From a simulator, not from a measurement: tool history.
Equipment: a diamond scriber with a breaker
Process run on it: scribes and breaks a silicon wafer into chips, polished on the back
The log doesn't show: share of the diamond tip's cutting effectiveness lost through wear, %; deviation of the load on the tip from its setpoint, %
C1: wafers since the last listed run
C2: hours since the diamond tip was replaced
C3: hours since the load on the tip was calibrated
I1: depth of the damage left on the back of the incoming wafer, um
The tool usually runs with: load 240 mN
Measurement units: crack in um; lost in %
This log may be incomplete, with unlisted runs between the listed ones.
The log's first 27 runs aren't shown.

{"run": 28, "hour": 1399.2, "load": 183, "C1": 261, "C2": 288.0, "C3": 1680.7, "I1": 0.03, "crack": 8.03, "lost": 11.84}
{"run": 29, "hour": 1425.7, "load": 312, "C1": 128, "C2": 314.5, "C3": 1707.2, "I1": 0.03, "crack": 10.56, "lost": 11.06}
{"hour": 1498.5, "done": "diamond tip replaced by a new one"}
{"run": 30, "hour": 1499.0, "load": 303, "C1": 346, "C2": 0.5, "C3": 1780.5, "I1": 0.02, "crack": 10.72, "lost": 10.04}
{"run": 31, "hour": 1566.8, "load": 240, "C1": 329, "C2": 68.3, "C3": 1848.3, "I1": 0.03, "crack": 9.11, "lost": 1.44}
{"run": 32, "hour": 1593.7, "load": 259, "C1": 130, "C2": 95.2, "C3": 1875.2, "I1": 0.02, "crack": 9.33, "lost": 2.22}
{"hour": 1598.6, "done": "load on the tip recalibrated"}
{"run": 33, "hour": 1663.4, "load": 240, "C1": 328, "C2": 164.9, "C3": 64.8, "I1": 0.04, "crack": 8.96, "lost": 1.4}
{"run": 34, "hour": 1693.9, "load": 302, "C1": 148, "C2": 195.4, "C3": 95.3, "I1": 0.03, "crack": 10.57, "lost": 8.9}
{"run": 35, "hour": 1743.9, "load": 290, "C1": 242, "C2": 245.4, "C3": 145.3, "I1": 0.03, "crack": 10.43, "lost": 6.88}
{"run": 36, "hour": 1786.3, "load": 280, "C1": 206, "C2": 287.8, "C3": 187.7, "I1": 0.04, "crack": 10.49, "lost": 4.81}
{"run": 37, "hour": 1824.4, "load": 286, "C1": 185, "C2": 325.9, "C3": 225.8, "I1": 0.04, "crack": 10.24, "lost": 6.24}
{"run": 38, "hour": 1862.5, "load": 304, "C1": 185, "C2": 364.0, "C3": 263.9, "I1": 0.01, "crack": 10.85, "lost": 9.75}
{"run": 39, "hour": 1926.9, "load": 240, "C1": 312, "C2": 428.4, "C3": 328.3, "I1": 0.04, "crack": 9.24, "lost": 1.49}
{"hour": 1957.5, "done": "diamond tip replaced by a new one"}
{"run": 40, "hour": 1979.6, "load": 179, "C1": 246, "C2": 22.1, "C3": 381.0, "I1": 0.03, "crack": 7.8, "lost": 12.07}
{"run": 41, "hour": 2137.8, "load": 261, "C1": 768, "C2": 180.3, "C3": 539.2, "I1": 0.04, "crack": 9.6, "lost": 2.61}

4 ways to go on from here, each from the tool as it stands after run 41. What would each give?
{"run": "A", "hour": 2138.3, "load": 172, "C1": 2, "C2": 180.8, "C3": 539.7, "I1": 0.02, "crack": "?", "lost": "?"}
{"run": "B", "hour": 2138.3, "load": 192, "C1": 2, "C2": 180.8, "C3": 539.7, "I1": 0.02, "crack": "?", "lost": "?"}
{"run": "C", "hour": 2138.3, "load": 307, "C1": 2, "C2": 180.8, "C3": 539.7, "I1": 0.02, "crack": "?", "lost": "?"}
{"run": "D", "hour": 2138.3, "load": 201, "C1": 2, "C2": 180.8, "C3": 539.7, "I1": 0.02, "crack": "?", "lost": "?"}

run=A crack=7.50 lost=17.17
run=B crack=7.99 lost=8.97
run=C crack=10.56 lost=10.96
run=D crack=8.20 lost=6.33
Take away the tool's hidden state, keep each run's random variation, and the runs would have read:
run=A crack=7.50 lost=17.17
run=B crack=7.99 lost=8.97
run=C crack=10.56 lost=10.96
run=D crack=8.20 lost=6.33
